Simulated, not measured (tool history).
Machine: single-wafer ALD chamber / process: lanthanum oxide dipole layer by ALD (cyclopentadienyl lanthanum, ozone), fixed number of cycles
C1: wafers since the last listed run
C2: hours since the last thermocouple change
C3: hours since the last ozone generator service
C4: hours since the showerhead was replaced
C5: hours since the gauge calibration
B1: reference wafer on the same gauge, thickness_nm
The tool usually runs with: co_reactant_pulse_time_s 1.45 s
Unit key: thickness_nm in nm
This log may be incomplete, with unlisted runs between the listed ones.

run 1 hour=0.0 | co_reactant_pulse_time_s=1.45 | C1=0 C2=2187.6 C3=806.4 C4=4737.7 C5=271.9 | B1=0.511 | thickness_nm=0.531
run 2 hour=68.1 | co_reactant_pulse_time_s=1.45 | C1=779 C2=2255.7 C3=874.5 C4=4805.8 C5=340.0 | B1=0.511 | thickness_nm=0.528
run 3 hour=165.2 | co_reactant_pulse_time_s=1.45 | C1=1110 C2=2352.8 C3=971.6 C4=4902.9 C5=437.1 | B1=0.510 | thickness_nm=0.528
run 4 hour=203.9 | co_reactant_pulse_time_s=1.45 | C1=442 C2=2391.5 C3=1010.3 C4=4941.6 C5=475.8 | B1=0.511 | thickness_nm=0.533
run 5 hour=230.0 | co_reactant_pulse_time_s=1.45 | C1=298 C2=2417.6 C3=1036.4 C4=4967.7 C5=501.9 | B1=0.511 | thickness_nm=0.533
run 6 hour=276.5 | co_reactant_pulse_time_s=1.28 | C1=531 C2=2464.1 C3=1082.9 C4=5014.2 C5=548.4 | B1=0.511 | thickness_nm=0.518
run 7 hour=306.7 | co_reactant_pulse_time_s=1.45 | C1=345 C2=2494.3 C3=1113.1 C4=5044.4 C5=578.6 | B1=0.511 | thickness_nm=0.535
run 8 hour=429.8 | co_reactant_pulse_time_s=1.79 | C1=1408 C2=2617.4 C3=1236.2 C4=5167.5 C5=701.7 | B1=0.511 | thickness_nm=0.550
run 9 hour=494.6 | co_reactant_pulse_time_s=1.94 | C1=741 C2=2682.2 C3=1301.0 C4=5232.3 C5=766.5 | B1=0.511 | thickness_nm=0.553
-- hour=504.7 thermocouple changed; heater temperature recalibrated
-- hour=514.1 gauge calibrated
-- hour=551.9 ozone generator serviced
run 10 hour=563.4 | co_reactant_pulse_time_s=1.95 | C1=604 C2=58.7 C3=11.5 C4=5301.1 C5=49.3 | B1=0.511 | thickness_nm=0.553
run 11 hour=595.7 | co_reactant_pulse_time_s=1.65 | C1=369 C2=91.0 C3=43.8 C4=5333.4 C5=81.6 | B1=0.511 | thickness_nm=0.542
run 12 hour=649.2 | co_reactant_pulse_time_s=1.69 | C1=612 C2=144.5 C3=97.3 C4=5386.9 C5=135.1 | B1=0.512 | thickness_nm=0.548
run 13 hour=673.6 | co_reactant_pulse_time_s=1.19 | C1=279 C2=168.9 C3=121.7 C4=5411.3 C5=159.5 | B1=0.511 | thickness_nm=0.503
-- hour=731.2 showerhead replaced
run 14 hour=739.2 | co_reactant_pulse_time_s=1.94 | C1=658 C2=234.5 C3=187.3 C4=8.0 C5=225.1 | B1=0.511 | thickness_nm=0.554
run 15 hour=922.2 | co_reactant_pulse_time_s=1.45 | C1=2093 C2=417.5 C3=370.3 C4=191.0 C5=408.1 | B1=0.510 | thickness_nm=0.533
run 16 hour=968.4 | co_reactant_pulse_time_s=0.90 | C1=528 C2=463.7 C3=416.5 C4=237.2 C5=454.3 | B1=0.512 | thickness_nm=0.444
run 17 hour=999.6 | co_reactant_pulse_time_s=0.94 | C1=356 C2=494.9 C3=447.7 C4=268.4 C5=485.5 | B1=0.511 | thickness_nm=0.453

Take each entry between the runs: how does the hidden state at the last listed run before it differ from the hidden state at the first listed run after it?
After run 9, before run 10: thermocouple changed; heater temperature recalibrated (hour 504.7); gauge calibrated (hour 514.1); ozone generator serviced (hour 551.9)
  no hidden state differs between the two runs
After run 13, before run 14: showerhead replaced (hour 731.2)
  no hidden state differs between the two runs
